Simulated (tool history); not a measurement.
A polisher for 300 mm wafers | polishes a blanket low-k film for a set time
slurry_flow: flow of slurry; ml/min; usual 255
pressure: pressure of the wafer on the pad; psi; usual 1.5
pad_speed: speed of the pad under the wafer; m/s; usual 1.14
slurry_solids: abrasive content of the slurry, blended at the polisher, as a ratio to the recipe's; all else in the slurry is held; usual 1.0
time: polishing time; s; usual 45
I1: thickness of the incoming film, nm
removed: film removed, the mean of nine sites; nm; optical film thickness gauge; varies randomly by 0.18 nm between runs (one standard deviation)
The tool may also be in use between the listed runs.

{"run": 1, "day": 0.0, "slurry_flow": 255, "pressure": 1.5, "pad_speed": 1.14, "slurry_solids": 1.0, "time": 45, "I1": 534.0, "removed": 14.1}
{"day": 0.942, "done": "worn pad replaced by a new one"}
{"run": 2, "day": 1.492, "slurry_flow": 255, "pressure": 1.5, "pad_speed": 1.14, "slurry_solids": 1.0, "time": 45, "I1": 522.1, "removed": 14.1}
{"run": 3, "day": 3.517, "slurry_flow": 255, "pressure": 1.5, "pad_speed": 1.14, "slurry_solids": 1.0, "time": 45, "I1": 526.1, "removed": 13.5}
{"day": 4.617, "done": "head pressure recalibrated"}
{"run": 4, "day": 5.888, "slurry_flow": 255, "pressure": 1.5, "pad_speed": 1.14, "slurry_solids": 1.3, "time": 45, "I1": 526.2, "removed": 15.3}
{"day": 7.758, "done": "slurry nozzle cleaned"}
{"run": 5, "day": 8.379, "slurry_flow": 255, "pressure": 1.5, "pad_speed": 1.14, "slurry_solids": 1.0, "time": 45, "I1": 523.6, "removed": 13.3}
{"run": 6, "day": 11.012, "slurry_flow": 255, "pressure": 1.5, "pad_speed": 1.14, "slurry_solids": 1.0, "time": 45, "I1": 530.3, "removed": 13.5}
{"run": 7, "day": 12.321, "slurry_flow": 255, "pressure": 1.5, "pad_speed": 1.14, "slurry_solids": 1.0, "time": 39, "I1": 533.0, "removed": 11.7}
{"run": 8, "day": 14.75, "slurry_flow": 255, "pressure": 1.5, "pad_speed": 0.82, "slurry_solids": 1.0, "time": 45, "I1": 537.4, "removed": 10.6}
{"day": 15.942, "done": "conditioning disc replaced and pad reconditioned"}
{"run": 9, "day": 16.604, "slurry_flow": 255, "pressure": 1.9, "pad_speed": 0.96, "slurry_solids": 1.0, "time": 45, "I1": 532.2, "removed": 16.0}
{"day": 16.862, "done": "slurry blender recalibrated"}
{"run": 10, "day": 18.304, "slurry_flow": 255, "pressure": 1.5, "pad_speed": 0.92, "slurry_solids": 1.0, "time": 52, "I1": 536.3, "removed": 13.7}
{"run": 11, "day": 19.65, "slurry_flow": 255, "pressure": 1.5, "pad_speed": 1.14, "slurry_solids": 1.0, "time": 45, "I1": 525.9, "removed": 14.0}
{"run": 12, "day": 21.175, "slurry_flow": 255, "pressure": 1.5, "pad_speed": 1.14, "slurry_solids": 1.0, "time": 45, "I1": 529.7, "removed": 13.6}
{"day": 22.729, "done": "worn pad replaced by a new one"}
{"run": 13, "day": 23.3, "slurry_flow": 210, "pressure": 1.5, "pad_speed": 1.32, "slurry_solids": 1.0, "time": 58, "I1": 535.5, "removed": 19.1}
{"run": 14, "day": 24.758, "slurry_flow": 285, "pressure": 1.5, "pad_speed": 1.14, "slurry_solids": 1.1, "time": 45, "I1": 536.3, "removed": 14.5}
{"run": 15, "day": 26.758, "slurry_flow": 255, "pressure": 1.5, "pad_speed": 1.14, "slurry_solids": 1.0, "time": 45, "I1": 537.1, "removed": 13.5}
{"run": 16, "day": 28.321, "slurry_flow": 215, "pressure": 1.5, "pad_speed": 1.14, "slurry_solids": 1.0, "time": 55, "I1": 534.2, "removed": 16.1}
{"day": 30.342, "done": "slurry nozzle cleaned"}
{"run": 17, "day": 31.15, "slurry_flow": 255, "pressure": 1.3, "pad_speed": 1.14, "slurry_solids": 1.0, "time": 45, "I1": 529.7, "removed": 11.3}
{"day": 32.288, "done": "head pressure recalibrated"}
{"run": 18, "day": 34.1, "slurry_flow": 255, "pressure": 1.5, "pad_speed": 1.14, "slurry_solids": 1.0, "time": 45, "I1": 535.2, "removed": 13.0}
{"run": 19, "day": 35.925, "slurry_flow": 280, "pressure": 1.5, "pad_speed": 1.14, "slurry_solids": 1.0, "time": 45, "I1": 537.1, "removed": 13.3}
{"day": 36.529, "done": "conditioning disc replaced and pad reconditioned"}
{"day": 37.029, "done": "slurry blender recalibrated"}
{"run": 20, "day": 37.05, "slurry_flow": 255, "pressure": 1.5, "pad_speed": 1.34, "slurry_solids": 1.0, "time": 37, "I1": 538.5, "removed": 13.3}
{"run": 21, "day": 38.675, "slurry_flow": 255, "pressure": 1.5, "pad_speed": 1.48, "slurry_solids": 1.0, "time": 45, "I1": 528.0, "removed": 17.8}
{"run": 22, "day": 41.054, "slurry_flow": 255, "pressure": 1.6, "pad_speed": 1.38, "slurry_solids": 1.0, "time": 38, "I1": 536.6, "removed": 14.6}
{"run": 23, "day": 43.858, "slurry_flow": 330, "pressure": 1.5, "pad_speed": 1.14, "slurry_solids": 1.0, "time": 45, "I1": 530.6, "removed": 13.9}
{"day": 44.554, "done": "worn pad replaced by a new one"}
{"run": 24, "day": 46.225, "slurry_flow": 255, "pressure": 1.8, "pad_speed": 1.14, "slurry_solids": 1.2, "time": 45, "I1": 534.7, "removed": 17.7}

5 ways to go on from here, each from the tool as it stands after run 24. What would each give?
{"run": "A", "day": 46.242, "slurry_flow": 340, "pressure": 1.5, "pad_speed": 1.14, "slurry_solids": 1.0, "time": 45, "I1": 530.7, "removed": "?"}
{"run": "B", "day": 46.242, "slurry_flow": 330, "pressure": 1.5, "pad_speed": 1.14, "slurry_solids": 1.1, "time": 45, "I1": 530.7, "removed": "?"}
{"run": "C", "day": 46.242, "slurry_flow": 255, "pressure": 1.2, "pad_speed": 1.52, "slurry_solids": 1.0, "time": 33, "I1": 530.7, "removed": "?"}
{"run": "D", "day": 46.242, "slurry_flow": 255, "pressure": 1.5, "pad_speed": 1.14, "slurry_solids": 1.0, "time": 55, "I1": 530.7, "removed": "?"}
{"run": "E", "day": 46.242, "slurry_flow": 255, "pressure": 1.5, "pad_speed": 0.8, "slurry_solids": 1.0, "time": 45, "I1": 530.7, "removed": "?"}

run=A removed=14.1
run=B removed=14.7
run=C removed=10.1
run=D removed=16.9
run=E removed=10.8
Without the tool's unlogged condition, the same runs would have read:
run=A removed=15.4
run=B removed=16.1
run=C removed=11.0
run=D removed=18.4
run=E removed=11.5
